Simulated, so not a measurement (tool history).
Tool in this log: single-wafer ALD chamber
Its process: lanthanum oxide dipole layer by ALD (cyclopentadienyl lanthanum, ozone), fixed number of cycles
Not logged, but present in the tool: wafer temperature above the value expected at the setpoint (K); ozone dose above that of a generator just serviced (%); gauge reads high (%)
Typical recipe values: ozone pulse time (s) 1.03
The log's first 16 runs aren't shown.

| run | day | ozone pulse time (s) | wafers since the last listed run | hours since the last thermocouple change | hours since the last ozone generator service | hours since the showerhead was replaced | hours since the gauge calibration | read-back reference wafer on the same gauge, thickness_nm | mean film thickness on the monitor wafer (Å) |
|---|---|---|---|---|---|---|---|---|---|
| 17 | 69.567 | 1.03 | 854 | 472.6 | 479.8 | 2674.4 | 4040.1 | 0.583 | 5.17 |
| 18 | 72.550 | 0.92 | 885 | 544.2 | 551.4 | 2746.0 | 4111.7 | 0.583 | 5.03 |
| 19 | 74.742 | 1.44 | 650 | 596.8 | 604.0 | 2798.6 | 4164.3 | 0.582 | 5.47 |
| 20 | 76.333 | 1.03 | 472 | 635.0 | 642.2 | 2836.8 | 4202.5 | 0.584 | 5.14 |
| 21 | 78.921 | 1.03 | 767 | 697.1 | 704.3 | 2898.9 | 4264.6 | 0.583 | 5.20 |
| 22 | 81.967 | 1.40 | 903 | 770.2 | 777.4 | 2972.0 | 4337.7 | 0.584 | 5.45 |
|  | 85.000 | gauge calibrated |
|  | 86.058 | ozone generator serviced |
| 23 | 88.296 | 1.03 | 1778 | 922.1 | 53.7 | 3123.9 | 79.1 | 0.583 | 5.20 |
| 24 | 90.292 | 1.20 | 592 | 970.0 | 101.6 | 3171.8 | 127.0 | 0.583 | 5.35 |
| 25 | 93.425 | 1.41 | 929 | 1045.2 | 176.8 | 3247.0 | 202.2 | 0.584 | 5.52 |
|  | 95.533 | showerhead replaced |
| 26 | 95.704 | 1.24 | 577 | 1099.9 | 231.5 | 4.1 | 256.9 | 0.583 | 5.35 |
| 27 | 100.067 | 1.16 | 1294 | 1204.6 | 336.2 | 108.8 | 361.6 | 0.583 | 5.27 |
| 28 | 104.550 | 0.63 | 1330 | 1312.2 | 443.8 | 216.4 | 469.2 | 0.583 | 4.55 |
| 29 | 108.538 | 0.87 | 1183 | 1407.9 | 539.5 | 312.1 | 564.9 | 0.583 | 4.92 |
| 30 | 111.829 | 1.25 | 976 | 1486.9 | 618.5 | 391.1 | 643.9 | 0.583 | 5.34 |
| 31 | 116.142 | 1.03 | 1279 | 1590.4 | 722.0 | 494.6 | 747.4 | 0.583 | 5.12 |
|  | 120.350 | ozone generator serviced |
| 32 | 120.371 | 1.19 | 1155 | 1691.9 | 0.5 | 596.1 | 848.9 | 0.584 | 5.35 |
|  | 124.796 | thermocouple changed; heater temperature recalibrated |
| 33 | 129.571 | 1.03 | 2630 | 114.6 | 221.3 | 816.9 | 1069.7 | 0.582 | 5.21 |

Below are 5 alternative next runs, each starting from the tool's condition after run 33. Predict each:
| A | 129.588 | 0.67 | 4 | 115.0 | 221.7 | 817.3 | 1070.1 | ? | ? |
| B | 129.588 | 0.80 | 4 | 115.0 | 221.7 | 817.3 | 1070.1 | ? | ? |
| C | 129.588 | 1.34 | 4 | 115.0 | 221.7 | 817.3 | 1070.1 | ? | ? |
| D | 129.588 | 0.71 | 4 | 115.0 | 221.7 | 817.3 | 1070.1 | ? | ? |
| E | 129.588 | 0.77 | 4 | 115.0 | 221.7 | 817.3 | 1070.1 | ? | ? |

| run | read-back reference wafer on the same gauge, thickness_nm | mean film thickness on the monitor wafer (Å) |
|---|---|---|
| A | 0.583 | 4.69 |
| B | 0.583 | 4.91 |
| C | 0.583 | 5.49 |
| D | 0.583 | 4.76 |
| E | 0.583 | 4.86 |
The same runs, with their run-to-run variation unchanged, on a tool lacking any hidden condition would have given:
| run | mean film thickness on the monitor wafer (Å) |
|---|---|
| A | 4.73 |
| B | 4.94 |
| C | 5.51 |
| D | 4.80 |
| E | 4.89 |

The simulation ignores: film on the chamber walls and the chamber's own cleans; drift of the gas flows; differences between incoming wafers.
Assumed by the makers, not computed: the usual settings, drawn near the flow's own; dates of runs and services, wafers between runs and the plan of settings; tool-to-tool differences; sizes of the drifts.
